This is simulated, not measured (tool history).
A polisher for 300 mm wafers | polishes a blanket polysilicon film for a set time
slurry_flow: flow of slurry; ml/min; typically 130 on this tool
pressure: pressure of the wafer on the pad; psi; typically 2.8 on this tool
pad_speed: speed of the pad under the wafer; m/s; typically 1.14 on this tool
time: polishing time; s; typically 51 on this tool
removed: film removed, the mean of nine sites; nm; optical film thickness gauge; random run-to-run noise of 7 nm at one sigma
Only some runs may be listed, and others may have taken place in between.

run	hour	slurry_flow	pressure	pad_speed	time	wafers since the last listed run	wafers polished on this pad	hours since the slurry nozzle was cleaned	hours since the head pressure was calibrated	incoming thickness of the incoming film, nm	removed
1	0.0	130	2.8	1.14	51	0	977	122.7	438.8	1369.7	460.1
2	17.5	130	2.8	1.14	51	227	1204	140.2	456.3	1335.7	447.9
# hour 31.0: worn pad replaced by a new one
3	31.5	130	2.8	1.14	51	130	6	154.2	470.3	1342.1	507.7
4	37.9	130	2.8	1.14	51	83	89	160.6	476.7	1323.8	483.2
5	51.1	130	2.8	1.14	51	171	261	173.8	489.9	1366.7	493.2
6	68.8	130	2.8	1.14	51	230	491	191.5	507.6	1348.3	482.7
7	80.2	130	2.8	1.14	37	148	639	202.9	519.0	1365.5	351.0
8	86.4	130	2.8	1.02	51	80	720	209.1	525.2	1350.7	427.6
9	99.0	130	2.8	1.14	51	163	884	221.7	537.8	1337.2	481.2
10	105.9	130	2.8	1.14	51	89	974	228.6	544.7	1328.2	467.7
11	122.4	130	2.8	1.14	51	214	1188	245.1	561.2	1374.6	459.1
12	136.8	130	2.8	1.14	51	187	1376	259.5	575.6	1357.4	442.9
13	153.4	130	2.8	1.14	51	216	1592	276.1	592.2	1352.4	426.2
# hour 161.3: worn pad replaced by a new one
14	164.6	130	3.5	1.14	51	93	43	287.3	603.4	1346.9	558.8
15	171.9	130	3.5	1.14	51	94	138	294.6	610.7	1341.2	557.9
16	179.5	130	2.8	0.96	51	98	237	302.2	618.3	1352.1	411.4
17	194.9	130	2.8	1.14	51	200	437	317.6	633.7	1335.2	473.0
18	208.0	165	2.1	1.34	57	170	608	330.7	646.8	1332.8	543.8
19	223.8	130	2.8	1.14	51	205	813	346.5	662.6	1361.6	462.5
20	237.4	130	2.8	1.14	59	176	990	360.1	676.2	1344.9	533.2
# hour 244.1: slurry nozzle cleaned
21	251.2	115	2.8	1.02	62	166	1157	7.1	690.0	1351.7	479.5
22	268.8	140	1.9	0.94	39	229	1386	24.7	707.6	1351.5	225.3
23	278.5	130	2.8	1.14	51	126	1512	34.4	717.3	1372.8	413.1
# hour 285.2: worn pad replaced by a new one
24	289.2	130	2.8	1.14	51	87	52	45.1	728.0	1371.1	469.2
25	307.0	165	2.1	1.34	57	231	283	62.9	745.8	1348.0	540.7
26	316.9	130	2.8	1.26	51	128	412	72.8	755.7	1341.0	509.9
27	324.5	155	2.1	1.14	51	98	511	80.4	763.3	1348.8	405.0
28	334.5	105	3.3	1.52	51	130	641	90.4	773.3	1348.6	659.7
# hour 337.9: head pressure recalibrated
29	350.1	150	2.8	0.92	51	176	818	106.0	12.2	1344.7	417.2
30	363.1	130	3.4	1.42	51	169	987	119.0	25.2	1335.0	674.2
31	378.3	160	2.8	1.14	51	197	1185	134.2	40.4	1340.1	494.6
32	387.3	130	2.2	1.14	36	117	1302	143.2	49.4	1336.8	288.8
33	401.7	130	1.9	1.14	58	187	1490	157.6	63.8	1340.5	411.5
# hour 408.1: worn pad replaced by a new one
34	408.7	150	2.8	1.32	35	39	7	164.6	70.8	1367.6	420.2
35	422.0	115	2.2	0.84	67	173	180	177.9	84.1	1340.3	421.5
36	430.2	130	3.6	1.14	66	106	287	186.1	92.3	1368.4	786.0
37	440.8	130	2.8	1.14	36	137	425	196.7	102.9	1360.8	353.8
38	471.1	130	2.8	0.80	51	394	819	227.0	133.2	1323.3	339.3

Here are 3 independent what-if runs from the current tool condition. What would each one return?
A	471.5	130	2.8	1.14	51	5	824	227.4	133.6	1351.2	?
B	471.5	130	2.8	1.52	63	5	824	227.4	133.6	1351.2	?
C	471.5	130	2.8	1.46	51	5	824	227.4	133.6	1351.2	?

run	removed
A	476.6
B	785.0
C	610.4
With the hidden condition removed and each run's random variation left untouched, the same runs would have given:
run	removed
A	497.6
B	819.5
C	637.3
